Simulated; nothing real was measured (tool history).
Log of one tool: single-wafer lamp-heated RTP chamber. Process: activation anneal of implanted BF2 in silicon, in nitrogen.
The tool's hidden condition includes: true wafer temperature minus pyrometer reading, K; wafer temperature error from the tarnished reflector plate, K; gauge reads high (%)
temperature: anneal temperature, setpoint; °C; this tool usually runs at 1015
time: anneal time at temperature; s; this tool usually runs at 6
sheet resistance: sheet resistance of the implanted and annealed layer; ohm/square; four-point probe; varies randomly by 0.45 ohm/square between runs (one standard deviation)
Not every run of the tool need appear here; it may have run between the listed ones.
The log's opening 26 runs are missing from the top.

| run | day | temperature | time | wafers since the last listed run | wafers since the last pyrometer calibration | wafers since the reflector plate was cleaned | hours since the gauge calibration | read-back reference wafer on the same gauge, sheet resistance | sheet resistance |
|---|---|---|---|---|---|---|---|---|---|
|  | 75.096 | pyrometer window cleaned and pyrometer calibrated |
|  | 77.800 | reflector plate cleaned |
| 27 | 77.883 | 995 | 8 | 1544 | 1098 | 38 | 956.8 | 153.89 | 163.63 |
| 28 | 82.012 | 1035 | 5 | 1848 | 2946 | 1886 | 1055.9 | 153.94 | 134.36 |
| 29 | 86.271 | 1028 | 4 | 1905 | 4852 | 3792 | 1158.1 | 154.03 | 141.20 |
| 30 | 88.850 | 1023 | 6 | 1154 | 6006 | 4946 | 1220.0 | 153.99 | 139.31 |
| 31 | 91.179 | 1015 | 6 | 1042 | 7048 | 5988 | 1275.9 | 154.03 | 145.29 |
| 32 | 101.221 | 1033 | 7 | 4494 | 11543 | 10483 | 1516.9 | 154.02 | 124.10 |
|  | 101.692 | reflector plate cleaned |
|  | 103.675 | pyrometer window cleaned and pyrometer calibrated |
| 33 | 104.950 | 1003 | 3 | 1370 | 570 | 1309 | 1606.4 | 154.11 | 168.81 |
| 34 | 106.529 | 998 | 3 | 706 | 1277 | 2016 | 1644.3 | 154.02 | 173.54 |
| 35 | 109.667 | 1015 | 6 | 1404 | 2681 | 3420 | 1719.6 | 154.04 | 148.35 |
| 36 | 112.258 | 995 | 5 | 1159 | 3841 | 4580 | 1781.8 | 153.96 | 167.92 |

Consider 4 possible next runs. They are alternatives, not a sequence: every one starts from the tool as it was left by run 36. What does each give?
| A | 112.275 | 1015 | 6 | 7 | 3849 | 4588 | 1782.2 | ? | ? |
| B | 112.275 | 1024 | 3 | 7 | 3849 | 4588 | 1782.2 | ? | ? |
| C | 112.275 | 1002 | 8 | 7 | 3849 | 4588 | 1782.2 | ? | ? |
| D | 112.275 | 998 | 7 | 7 | 3849 | 4588 | 1782.2 | ? | ? |

| run | read-back reference wafer on the same gauge, sheet resistance | sheet resistance |
|---|---|---|
| A | 154.08 | 146.56 |
| B | 154.08 | 149.12 |
| C | 154.08 | 153.90 |
| D | 154.08 | 160.03 |
With no hidden state in the tool, these same runs would have given:
| run | sheet resistance |
|---|---|
| A | 150.49 |
| B | 152.66 |
| C | 158.27 |
| D | 164.40 |
